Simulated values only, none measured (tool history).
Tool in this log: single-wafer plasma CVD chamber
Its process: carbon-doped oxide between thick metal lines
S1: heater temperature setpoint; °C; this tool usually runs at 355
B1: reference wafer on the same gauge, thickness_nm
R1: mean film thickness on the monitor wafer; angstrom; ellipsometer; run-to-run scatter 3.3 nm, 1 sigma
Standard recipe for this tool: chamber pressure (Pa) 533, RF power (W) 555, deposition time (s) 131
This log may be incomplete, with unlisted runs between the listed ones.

Run 1, day 0.000: usual settings but deposition time (s) 144; B1 618.515. Result: R1 7554.32 angstrom.
Run 2, day 2.538: usual settings but deposition time (s) 142; B1 617.435. Result: R1 7373.15 angstrom.
Run 3, day 3.888: usual settings but deposition time (s) 142; B1 618.151. Result: R1 7420.35 angstrom.
Run 4, day 5.225: usual settings; B1 617.057. Result: R1 6816.80 angstrom.
Run 5, day 6.729: usual settings but chamber pressure (Pa) 465; B1 617.365. Result: R1 6690.28 angstrom.
Run 6, day 9.346: usual settings but chamber pressure (Pa) 465; B1 618.126. Result: R1 6599.40 angstrom.
Run 7, day 11.138: usual settings but deposition time (s) 121; B1 618.342. Result: R1 6346.80 angstrom.
Run 8, day 12.875: usual settings but S1 347 °C, deposition time (s) 120; B1 617.803. Result: R1 6432.22 angstrom.
Run 9, day 15.867: usual settings but deposition time (s) 144; B1 618.698. Result: R1 7567.19 angstrom.
At day 16.783: gauge calibrated.
At day 17.475: showerhead replaced.
Run 10, day 17.496: usual settings; B1 618.296. Result: R1 6829.47 angstrom.
Run 11, day 19.029: usual settings but chamber pressure (Pa) 481, RF power (W) 660, deposition time (s) 150; B1 616.984. Result: R1 8950.17 angstrom.
Run 12, day 20.050: usual settings; B1 618.400. Result: R1 6882.43 angstrom.
Run 13, day 21.079: usual settings but S1 369 °C, RF power (W) 665; B1 619.160. Result: R1 7656.04 angstrom.
At day 22.392: thermocouple changed; heater temperature recalibrated.
Run 14, day 26.429: usual settings; B1 618.888. Result: R1 6788.85 angstrom.
Run 15, day 29.250: usual settings; B1 619.365. Result: R1 6754.16 angstrom.
At day 29.712: RF generator calibrated.
At day 30.508: capacitance manometer re-zeroed and calibrated.
Run 16, day 30.529: usual settings but RF power (W) 470; B1 618.304. Result: R1 5719.12 angstrom.
Run 17, day 32.250: usual settings but RF power (W) 455; B1 616.371. Result: R1 5535.39 angstrom.
Run 18, day 34.646: usual settings; B1 618.835. Result: R1 6775.24 angstrom.
Run 19, day 36.571: usual settings; B1 618.081. Result: R1 6734.97 angstrom.
Run 20, day 39.312: usual settings but S1 365 °C, chamber pressure (Pa) 481, RF power (W) 585; B1 618.779. Result: R1 6808.52 angstrom.
Run 21, day 42.188: usual settings but S1 348 °C, RF power (W) 615; B1 617.268. Result: R1 7496.44 angstrom.
Run 22, day 48.704: usual settings but RF power (W) 615, deposition time (s) 111; B1 617.154. Result: R1 6322.13 angstrom.
Run 23, day 50.792: usual settings but S1 351 °C, chamber pressure (Pa) 483, RF power (W) 525; B1 618.001. Result: R1 6403.19 angstrom.
Run 24, day 52.229: usual settings but chamber pressure (Pa) 429; B1 618.217. Result: R1 6550.65 angstrom.
Run 25, day 53.688: usual settings but S1 348 °C, RF power (W) 615; B1 616.922. Result: R1 7598.06 angstrom.
Run 26, day 55.562: usual settings but S1 348 °C, chamber pressure (Pa) 476, deposition time (s) 147; B1 617.972. Result: R1 7642.57 angstrom.
Run 27, day 56.758: usual settings but chamber pressure (Pa) 581, deposition time (s) 143; B1 618.122. Result: R1 7560.09 angstrom.

What if the next run were any one of these 5? Each begins from the tool's condition after run 27:
Run A, day 56.775: usual settings but chamber pressure (Pa) 473; B1 ?. Result: R1 ?.
Run B, day 56.775: usual settings but S1 350 °C, RF power (W) 595, deposition time (s) 118; B1 ?. Result: R1 ?.
Run C, day 56.775: usual settings but chamber pressure (Pa) 449, RF power (W) 615; B1 ?. Result: R1 ?.
Run D, day 56.775: usual settings but S1 366 °C, chamber pressure (Pa) 588, RF power (W) 650, deposition time (s) 121; B1 ?. Result: R1 ?.
Run E, day 56.775: usual settings but chamber pressure (Pa) 619, RF power (W) 620, deposition time (s) 120; B1 ?. Result: R1 ?.

run       B1       R1
  A  619.330  6697.48
  B  619.330  6634.07
  C  619.330  7251.23
  D  619.330  7118.30
  E  619.330  7068.27
Had the tool no hidden state, the same runs would have come out as:
run       R1
  A  6632.74
  B  6564.03
  C  7181.14
  D  7056.68
  E  6999.94
